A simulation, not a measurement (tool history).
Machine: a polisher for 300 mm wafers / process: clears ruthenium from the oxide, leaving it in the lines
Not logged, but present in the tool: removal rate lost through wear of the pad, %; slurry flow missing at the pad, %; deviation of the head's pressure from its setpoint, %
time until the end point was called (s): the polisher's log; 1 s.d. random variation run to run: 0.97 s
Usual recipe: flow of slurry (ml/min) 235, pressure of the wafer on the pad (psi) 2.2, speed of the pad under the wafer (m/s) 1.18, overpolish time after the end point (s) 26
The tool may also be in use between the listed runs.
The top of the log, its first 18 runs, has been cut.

run	hour	flow of slurry (ml/min)	pressure of the wafer on the pad (psi)	speed of the pad under the wafer (m/s)	overpolish time after the end point (s)	wafers since the last listed run	wafers polished on this pad	hours since the slurry nozzle was cleaned	hours since the head pressure was calibrated	incoming thickness of the incoming film, nm	time until the end point was called (s)
19	238.4	235	2.2	1.18	26	45	779	11.0	512.2	207.6	123.0
20	244.7	235	1.5	1.58	12	32	812	17.3	518.5	202.5	133.7
21	251.7	210	1.8	1.18	33	36	848	24.3	525.5	207.9	155.1
22	261.5	235	2.2	1.18	20	51	900	34.1	535.3	205.7	122.8
23	268.8	260	1.5	1.04	21	38	938	41.4	542.6	206.8	205.4
24	277.9	235	2.2	1.34	22	47	985	50.5	551.7	201.0	106.2
# hour 280.4: head pressure recalibrated
25	291.9	195	1.9	0.90	26	62	1048	64.5	11.5	203.9	192.7
26	299.7	185	2.8	1.50	31	40	1089	72.3	19.3	208.3	81.7
# hour 311.1: worn pad replaced by a new one
27	313.1	235	2.2	1.18	26	49	10	85.7	32.7	203.8	113.4
28	325.2	170	2.2	1.18	26	63	73	97.8	44.8	204.1	117.4

The next listed run, before its measurement:
29	341.7	205	2.9	1.54	32	86	159	114.3	61.3	203.5	?

For run 29 the tool returned time until the end point was called (s) 67.2.
With the hidden condition absent and the run-to-run variation left alone, this run would have shown time until the end point was called (s) 65.3.
